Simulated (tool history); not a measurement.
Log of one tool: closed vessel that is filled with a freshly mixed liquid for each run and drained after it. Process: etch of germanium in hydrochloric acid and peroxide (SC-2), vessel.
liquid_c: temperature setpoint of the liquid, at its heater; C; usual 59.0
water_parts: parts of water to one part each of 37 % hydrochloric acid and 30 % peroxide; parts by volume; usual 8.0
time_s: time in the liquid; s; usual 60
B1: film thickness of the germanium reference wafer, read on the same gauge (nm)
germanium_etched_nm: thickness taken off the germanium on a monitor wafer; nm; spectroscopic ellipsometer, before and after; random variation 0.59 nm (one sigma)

{"run": 1, "day": 0.0, "liquid_c": 63.0, "water_parts": 8.0, "time_s": 60, "B1": 61.7, "germanium_etched_nm": 163.12}
{"run": 2, "day": 1.312, "liquid_c": 59.0, "water_parts": 8.0, "time_s": 60, "B1": 61.79, "germanium_etched_nm": 144.84}
{"run": 3, "day": 2.296, "liquid_c": 59.0, "water_parts": 8.0, "time_s": 60, "B1": 61.9, "germanium_etched_nm": 145.89}
{"run": 4, "day": 3.042, "liquid_c": 59.0, "water_parts": 8.0, "time_s": 60, "B1": 61.95, "germanium_etched_nm": 147.84}
{"run": 5, "day": 3.546, "liquid_c": 59.0, "water_parts": 8.0, "time_s": 60, "B1": 62.02, "germanium_etched_nm": 146.45}
{"run": 6, "day": 4.192, "liquid_c": 59.0, "water_parts": 8.0, "time_s": 60, "B1": 62.08, "germanium_etched_nm": 147.76}
{"run": 7, "day": 4.796, "liquid_c": 59.0, "water_parts": 8.0, "time_s": 60, "B1": 62.12, "germanium_etched_nm": 146.11}
{"run": 8, "day": 6.108, "liquid_c": 59.0, "water_parts": 8.0, "time_s": 60, "B1": 62.25, "germanium_etched_nm": 147.12}
{"run": 9, "day": 7.35, "liquid_c": 55.5, "water_parts": 11.0, "time_s": 90, "B1": 62.35, "germanium_etched_nm": 191.9}
{"day": 8.642, "done": "gauge calibrated"}
{"run": 10, "day": 8.792, "liquid_c": 59.0, "water_parts": 8.0, "time_s": 60, "B1": 60.37, "germanium_etched_nm": 142.19}
{"run": 11, "day": 9.438, "liquid_c": 59.0, "water_parts": 8.0, "time_s": 60, "B1": 60.34, "germanium_etched_nm": 142.38}
{"run": 12, "day": 10.762, "liquid_c": 59.0, "water_parts": 8.0, "time_s": 60, "B1": 60.38, "germanium_etched_nm": 142.31}
{"run": 13, "day": 12.088, "liquid_c": 54.5, "water_parts": 9.0, "time_s": 60, "B1": 60.39, "germanium_etched_nm": 123.39}
{"run": 14, "day": 12.688, "liquid_c": 59.0, "water_parts": 8.0, "time_s": 80, "B1": 60.39, "germanium_etched_nm": 191.55}
{"run": 15, "day": 13.862, "liquid_c": 62.0, "water_parts": 8.0, "time_s": 80, "B1": 60.4, "germanium_etched_nm": 207.59}
{"run": 16, "day": 14.821, "liquid_c": 59.0, "water_parts": 8.0, "time_s": 30, "B1": 60.41, "germanium_etched_nm": 71.58}
{"run": 17, "day": 15.429, "liquid_c": 49.5, "water_parts": 8.0, "time_s": 60, "B1": 60.46, "germanium_etched_nm": 107.49}
{"day": 16.617, "done": "chemicals flow meter replaced"}
{"run": 18, "day": 16.85, "liquid_c": 50.0, "water_parts": 9.5, "time_s": 60, "B1": 60.45, "germanium_etched_nm": 106.95}
{"day": 19.358, "done": "thermometer replaced"}
{"run": 19, "day": 20.929, "liquid_c": 62.5, "water_parts": 6.0, "time_s": 30, "B1": 60.56, "germanium_etched_nm": 81.47}
{"run": 20, "day": 22.429, "liquid_c": 51.5, "water_parts": 8.0, "time_s": 60, "B1": 60.63, "germanium_etched_nm": 114.53}
{"run": 21, "day": 23.229, "liquid_c": 64.0, "water_parts": 8.0, "time_s": 60, "B1": 60.63, "germanium_etched_nm": 165.05}
{"run": 22, "day": 24.408, "liquid_c": 59.0, "water_parts": 8.0, "time_s": 60, "B1": 60.68, "germanium_etched_nm": 141.89}
{"run": 23, "day": 25.767, "liquid_c": 52.5, "water_parts": 7.0, "time_s": 60, "B1": 60.73, "germanium_etched_nm": 118.22}
{"day": 25.854, "done": "new drum of peroxide connected"}
{"run": 24, "day": 28.804, "liquid_c": 59.0, "water_parts": 8.0, "time_s": 60, "B1": 60.87, "germanium_etched_nm": 144.0}
{"run": 25, "day": 29.312, "liquid_c": 54.0, "water_parts": 8.0, "time_s": 60, "B1": 60.92, "germanium_etched_nm": 123.1}
{"run": 26, "day": 30.321, "liquid_c": 59.0, "water_parts": 8.0, "time_s": 60, "B1": 60.94, "germanium_etched_nm": 143.14}
{"run": 27, "day": 33.188, "liquid_c": 59.0, "water_parts": 8.0, "time_s": 60, "B1": 61.1, "germanium_etched_nm": 143.85}
{"run": 28, "day": 34.633, "liquid_c": 59.0, "water_parts": 8.0, "time_s": 60, "B1": 61.23, "germanium_etched_nm": 144.67}
{"run": 29, "day": 35.333, "liquid_c": 59.0, "water_parts": 8.0, "time_s": 60, "B1": 61.23, "germanium_etched_nm": 145.33}
{"run": 30, "day": 36.558, "liquid_c": 64.0, "water_parts": 8.0, "time_s": 35, "B1": 61.33, "germanium_etched_nm": 98.45}
{"run": 31, "day": 37.396, "liquid_c": 59.0, "water_parts": 8.0, "time_s": 35, "B1": 61.37, "germanium_etched_nm": 83.81}

Forecast each of these 3 alternatives for the next run:
{"run": "A", "day": 37.425, "liquid_c": 59.0, "water_parts": 8.0, "time_s": 60, "B1": "?", "germanium_etched_nm": "?"}
{"run": "B", "day": 37.425, "liquid_c": 67.5, "water_parts": 4.0, "time_s": 60, "B1": "?", "germanium_etched_nm": "?"}
{"run": "C", "day": 37.425, "liquid_c": 59.0, "water_parts": 8.0, "time_s": 85, "B1": "?", "germanium_etched_nm": "?"}

run=A B1=61.35 germanium_etched_nm=145.05
run=B B1=61.35 germanium_etched_nm=192.45
run=C B1=61.35 germanium_etched_nm=205.49
Without the tool's hidden state the same runs would have given:
run=A germanium_etched_nm=141.78
run=B germanium_etched_nm=188.11
run=C germanium_etched_nm=200.85
